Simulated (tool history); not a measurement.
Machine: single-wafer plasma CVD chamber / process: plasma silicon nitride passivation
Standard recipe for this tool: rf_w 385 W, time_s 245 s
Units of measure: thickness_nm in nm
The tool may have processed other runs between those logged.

| run | hour | rf_w | time_s | read-back reference wafer on the same gauge, thickness_nm | thickness_nm |
|---|---|---|---|---|---|
| 1 | 0.0 | 385 | 245 | 289.860 | 323.663 |
| 2 | 40.8 | 385 | 245 | 289.496 | 322.691 |
| 3 | 57.2 | 410 | 264 | 289.389 | 351.686 |
| 4 | 70.6 | 410 | 264 | 289.278 | 350.773 |
| 5 | 88.3 | 385 | 211 | 289.144 | 276.951 |
| 6 | 98.7 | 385 | 211 | 288.892 | 277.138 |
| 7 | 109.6 | 385 | 211 | 289.049 | 276.843 |
| 8 | 132.5 | 385 | 217 | 288.874 | 285.308 |
| 9 | 142.6 | 385 | 245 | 288.845 | 321.418 |
|  | 164.0 | RF generator calibrated |
| 10 | 164.5 | 365 | 245 | 288.754 | 317.815 |
| 11 | 174.0 | 365 | 245 | 288.587 | 317.311 |
| 12 | 181.3 | 385 | 245 | 288.538 | 321.089 |
| 13 | 199.3 | 385 | 245 | 288.701 | 322.479 |
| 14 | 214.0 | 385 | 245 | 288.663 | 321.744 |
| 15 | 223.0 | 385 | 245 | 288.529 | 322.155 |
| 16 | 232.2 | 325 | 245 | 288.581 | 309.654 |
| 17 | 244.4 | 325 | 245 | 288.466 | 310.637 |
| 18 | 251.6 | 385 | 231 | 288.430 | 302.615 |
| 19 | 263.8 | 385 | 245 | 288.387 | 320.004 |
| 20 | 278.7 | 385 | 231 | 288.362 | 302.625 |
| 21 | 293.2 | 410 | 200 | 288.367 | 265.387 |
| 22 | 301.2 | 350 | 270 | 288.396 | 346.878 |
| 23 | 313.0 | 365 | 279 | 288.549 | 361.273 |
|  | 328.7 | showerhead replaced |
| 24 | 329.2 | 320 | 205 | 288.444 | 258.603 |
| 25 | 343.5 | 310 | 271 | 288.550 | 339.852 |
| 26 | 352.9 | 340 | 264 | 288.456 | 336.868 |
| 27 | 368.1 | 385 | 245 | 288.471 | 320.655 |
|  | 371.7 | gauge calibrated |
| 28 | 379.3 | 385 | 280 | 290.532 | 370.528 |
| 29 | 387.0 | 405 | 224 | 290.480 | 299.137 |
| 30 | 402.3 | 445 | 210 | 290.270 | 285.414 |
| 31 | 414.8 | 410 | 216 | 290.036 | 289.113 |
| 32 | 421.4 | 325 | 210 | 289.903 | 266.361 |
| 33 | 434.0 | 350 | 263 | 289.701 | 338.832 |
| 34 | 449.6 | 385 | 288 | 289.557 | 378.338 |
| 35 | 457.4 | 325 | 225 | 289.535 | 286.054 |
| 36 | 466.4 | 385 | 211 | 289.700 | 277.585 |

Forecast each of these 4 alternatives for the next run:
| A | 466.9 | 385 | 245 | ? | ? |
| B | 466.9 | 335 | 286 | ? | ? |
| C | 466.9 | 325 | 224 | ? | ? |
| D | 466.9 | 320 | 207 | ? | ? |

| run | read-back reference wafer on the same gauge, thickness_nm | thickness_nm |
|---|---|---|
| A | 289.430 | 322.536 |
| B | 289.430 | 365.734 |
| C | 289.430 | 284.689 |
| D | 289.430 | 262.262 |
Take away the tool's hidden state, keep each run's random variation, and the runs would have read:
| run | thickness_nm |
|---|---|
| A | 324.210 |
| B | 367.632 |
| C | 286.166 |
| D | 263.622 |
